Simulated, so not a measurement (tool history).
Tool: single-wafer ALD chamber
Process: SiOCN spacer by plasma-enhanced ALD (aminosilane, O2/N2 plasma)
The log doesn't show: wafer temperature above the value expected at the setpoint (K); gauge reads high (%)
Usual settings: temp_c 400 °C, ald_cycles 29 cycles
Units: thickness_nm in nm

| run | hour | temp_c | ald_cycles | wafers since the last listed run | hours since the last thermocouple change | hours since the gauge calibration | read-back reference wafer on the same gauge, thickness_nm | thickness_nm |
|---|---|---|---|---|---|---|---|---|
| 1 | 0.0 | 412 | 29 | 0 | 1630.5 | 344.3 | 1.881 | 1.632 |
| 2 | 28.1 | 412 | 29 | 231 | 1658.6 | 372.4 | 1.879 | 1.636 |
| 3 | 107.8 | 412 | 29 | 655 | 1738.3 | 452.1 | 1.880 | 1.626 |
| 4 | 129.8 | 410 | 33 | 180 | 1760.3 | 474.1 | 1.880 | 1.875 |
| 5 | 143.0 | 410 | 33 | 108 | 1773.5 | 487.3 | 1.877 | 1.880 |
| 6 | 243.3 | 400 | 29 | 824 | 1873.8 | 587.6 | 1.880 | 1.707 |
| 7 | 259.4 | 400 | 29 | 132 | 1889.9 | 603.7 | 1.878 | 1.706 |
| 8 | 277.0 | 400 | 29 | 144 | 1907.5 | 621.3 | 1.880 | 1.707 |
| 9 | 299.6 | 400 | 29 | 185 | 1930.1 | 643.9 | 1.880 | 1.699 |
| 10 | 322.5 | 400 | 29 | 188 | 1953.0 | 666.8 | 1.882 | 1.700 |
| 11 | 351.8 | 400 | 29 | 240 | 1982.3 | 696.1 | 1.882 | 1.700 |
| 12 | 404.0 | 409 | 29 | 429 | 2034.5 | 748.3 | 1.882 | 1.652 |
| 13 | 431.8 | 400 | 29 | 228 | 2062.3 | 776.1 | 1.880 | 1.708 |
| 14 | 458.1 | 400 | 25 | 216 | 2088.6 | 802.4 | 1.880 | 1.474 |
| 15 | 490.8 | 400 | 29 | 268 | 2121.3 | 835.1 | 1.881 | 1.706 |
| 16 | 512.1 | 400 | 29 | 175 | 2142.6 | 856.4 | 1.880 | 1.695 |
| 17 | 544.7 | 400 | 29 | 268 | 2175.2 | 889.0 | 1.880 | 1.704 |
|  | 577.1 | thermocouple changed; heater temperature recalibrated |
| 18 | 578.4 | 410 | 32 | 211 | 1.3 | 922.7 | 1.879 | 1.824 |
|  | 593.3 | gauge calibrated |
| 19 | 600.0 | 412 | 27 | 177 | 22.9 | 6.7 | 1.879 | 1.523 |
| 20 | 614.8 | 394 | 25 | 121 | 37.7 | 21.5 | 1.881 | 1.467 |
| 21 | 648.5 | 395 | 26 | 277 | 71.4 | 55.2 | 1.880 | 1.527 |
| 22 | 683.8 | 400 | 25 | 290 | 106.7 | 90.5 | 1.881 | 1.474 |
| 23 | 704.1 | 410 | 26 | 166 | 127.0 | 110.8 | 1.881 | 1.479 |
| 24 | 734.6 | 412 | 25 | 250 | 157.5 | 141.3 | 1.879 | 1.409 |
| 25 | 751.0 | 410 | 33 | 134 | 173.9 | 157.7 | 1.881 | 1.873 |
| 26 | 773.7 | 404 | 35 | 186 | 196.6 | 180.4 | 1.879 | 2.025 |
| 27 | 808.3 | 412 | 27 | 284 | 231.2 | 215.0 | 1.878 | 1.517 |
| 28 | 821.1 | 390 | 33 | 105 | 244.0 | 227.8 | 1.878 | 1.941 |
| 29 | 833.2 | 400 | 29 | 99 | 256.1 | 239.9 | 1.880 | 1.709 |
| 30 | 848.3 | 400 | 29 | 124 | 271.2 | 255.0 | 1.879 | 1.706 |
| 31 | 866.1 | 412 | 33 | 146 | 289.0 | 272.8 | 1.880 | 1.860 |
| 32 | 895.8 | 400 | 33 | 244 | 318.7 | 302.5 | 1.878 | 1.939 |
| 33 | 924.5 | 394 | 29 | 235 | 347.4 | 331.2 | 1.881 | 1.699 |

5 ways to go on from here, each from the tool as it stands after run 33. What would each give?
| A | 925.0 | 406 | 29 | 4 | 347.9 | 331.7 | ? | ? |
| B | 925.0 | 412 | 32 | 4 | 347.9 | 331.7 | ? | ? |
| C | 925.0 | 387 | 29 | 4 | 347.9 | 331.7 | ? | ? |
| D | 925.0 | 385 | 34 | 4 | 347.9 | 331.7 | ? | ? |
| E | 925.0 | 411 | 27 | 4 | 347.9 | 331.7 | ? | ? |

| run | read-back reference wafer on the same gauge, thickness_nm | thickness_nm |
|---|---|---|
| A | 1.879 | 1.680 |
| B | 1.879 | 1.815 |
| C | 1.879 | 1.715 |
| D | 1.879 | 2.011 |
| E | 1.879 | 1.537 |
Without the tool's hidden state the same runs would have given:
| run | thickness_nm |
|---|---|
| A | 1.680 |
| B | 1.815 |
| C | 1.715 |
| D | 2.011 |
| E | 1.537 |
